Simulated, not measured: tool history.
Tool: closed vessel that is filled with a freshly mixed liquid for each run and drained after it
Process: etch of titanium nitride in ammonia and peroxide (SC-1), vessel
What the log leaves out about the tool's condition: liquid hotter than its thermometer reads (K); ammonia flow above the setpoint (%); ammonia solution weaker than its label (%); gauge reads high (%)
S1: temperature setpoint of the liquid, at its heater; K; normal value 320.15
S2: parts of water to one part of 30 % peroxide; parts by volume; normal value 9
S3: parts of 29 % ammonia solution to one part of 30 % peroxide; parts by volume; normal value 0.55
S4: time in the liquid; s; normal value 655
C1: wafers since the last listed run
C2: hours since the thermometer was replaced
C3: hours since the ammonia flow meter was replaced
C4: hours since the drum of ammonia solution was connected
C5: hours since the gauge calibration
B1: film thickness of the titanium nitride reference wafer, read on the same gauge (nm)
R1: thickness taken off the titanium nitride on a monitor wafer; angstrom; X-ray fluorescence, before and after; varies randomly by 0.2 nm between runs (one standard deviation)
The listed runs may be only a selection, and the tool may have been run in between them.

{"run": 1, "hour": 0.0, "S1": 320.15, "S2": 9, "S3": 0.55, "S4": 655, "C1": 0, "C2": 2208.8, "C3": 1763.8, "C4": 486.1, "C5": 82.7, "B1": 50.01, "R1": 230.8}
{"run": 2, "hour": 15.0, "S1": 320.15, "S2": 9, "S3": 0.55, "S4": 655, "C1": 798, "C2": 2223.8, "C3": 1778.8, "C4": 501.1, "C5": 97.7, "B1": 50.02, "R1": 229.1}
{"run": 3, "hour": 32.7, "S1": 320.15, "S2": 9, "S3": 0.55, "S4": 655, "C1": 942, "C2": 2241.5, "C3": 1796.5, "C4": 518.8, "C5": 115.4, "B1": 49.98, "R1": 230.4}
{"run": 4, "hour": 86.0, "S1": 320.15, "S2": 6, "S3": 0.55, "S4": 655, "C1": 2838, "C2": 2294.8, "C3": 1849.8, "C4": 572.1, "C5": 168.7, "B1": 50.03, "R1": 277.3}
{"run": 5, "hour": 101.6, "S1": 320.15, "S2": 6, "S3": 0.55, "S4": 655, "C1": 830, "C2": 2310.4, "C3": 1865.4, "C4": 587.7, "C5": 184.3, "B1": 50.02, "R1": 280.1}
{"run": 6, "hour": 115.3, "S1": 320.15, "S2": 6, "S3": 0.55, "S4": 655, "C1": 729, "C2": 2324.1, "C3": 1879.1, "C4": 601.4, "C5": 198.0, "B1": 50.01, "R1": 283.4}
{"run": 7, "hour": 128.3, "S1": 317.65, "S2": 9, "S3": 0.55, "S4": 655, "C1": 692, "C2": 2337.1, "C3": 1892.1, "C4": 614.4, "C5": 211.0, "B1": 50.04, "R1": 192.6}
{"hour": 130.6, "done": "thermometer replaced"}
{"hour": 135.3, "done": "ammonia flow meter replaced"}
{"run": 8, "hour": 143.8, "S1": 317.65, "S2": 9, "S3": 0.55, "S4": 655, "C1": 718, "C2": 13.2, "C3": 8.5, "C4": 629.9, "C5": 226.5, "B1": 49.98, "R1": 193.8}
{"run": 9, "hour": 150.6, "S1": 317.65, "S2": 9, "S3": 0.55, "S4": 655, "C1": 362, "C2": 20.0, "C3": 15.3, "C4": 636.7, "C5": 233.3, "B1": 49.98, "R1": 196.7}
{"run": 10, "hour": 158.4, "S1": 320.15, "S2": 9, "S3": 0.55, "S4": 655, "C1": 415, "C2": 27.8, "C3": 23.1, "C4": 644.5, "C5": 241.1, "B1": 50.01, "R1": 231.3}
{"run": 11, "hour": 174.2, "S1": 317.65, "S2": 9, "S3": 0.55, "S4": 655, "C1": 841, "C2": 43.6, "C3": 38.9, "C4": 660.3, "C5": 256.9, "B1": 50.0, "R1": 192.4}
{"run": 12, "hour": 188.3, "S1": 327.65, "S2": 9, "S3": 0.55, "S4": 655, "C1": 750, "C2": 57.7, "C3": 53.0, "C4": 674.4, "C5": 271.0, "B1": 50.0, "R1": 385.9}
{"hour": 201.2, "done": "new drum of ammonia solution connected"}
{"run": 13, "hour": 202.7, "S1": 325.65, "S2": 9, "S3": 0.55, "S4": 365, "C1": 713, "C2": 72.1, "C3": 67.4, "C4": 1.5, "C5": 285.4, "B1": 49.98, "R1": 188.5}
{"hour": 206.1, "done": "gauge calibrated"}
{"run": 14, "hour": 210.9, "S1": 320.15, "S2": 9, "S3": 0.35, "S4": 825, "C1": 436, "C2": 80.3, "C3": 75.6, "C4": 9.7, "C5": 4.8, "B1": 50.02, "R1": 267.8}
{"run": 15, "hour": 228.2, "S1": 327.65, "S2": 9, "S3": 0.55, "S4": 655, "C1": 921, "C2": 97.6, "C3": 92.9, "C4": 27.0, "C5": 22.1, "B1": 50.02, "R1": 382.3}
{"run": 16, "hour": 241.2, "S1": 320.15, "S2": 9, "S3": 0.55, "S4": 395, "C1": 692, "C2": 110.6, "C3": 105.9, "C4": 40.0, "C5": 35.1, "B1": 49.96, "R1": 136.4}

For run 17, what comes out?
{"run": 17, "hour": 256.1, "S1": 311.15, "S2": 9, "S3": 0.55, "S4": 975, "C1": 793, "C2": 125.5, "C3": 120.8, "C4": 54.9, "C5": 50.0, "B1": "?", "R1": "?"}

B1: 50.03
R1: 176.7 angstrom
With the hidden condition absent and the run-to-run variation left alone, this run would have shown R1 176.7 angstrom.

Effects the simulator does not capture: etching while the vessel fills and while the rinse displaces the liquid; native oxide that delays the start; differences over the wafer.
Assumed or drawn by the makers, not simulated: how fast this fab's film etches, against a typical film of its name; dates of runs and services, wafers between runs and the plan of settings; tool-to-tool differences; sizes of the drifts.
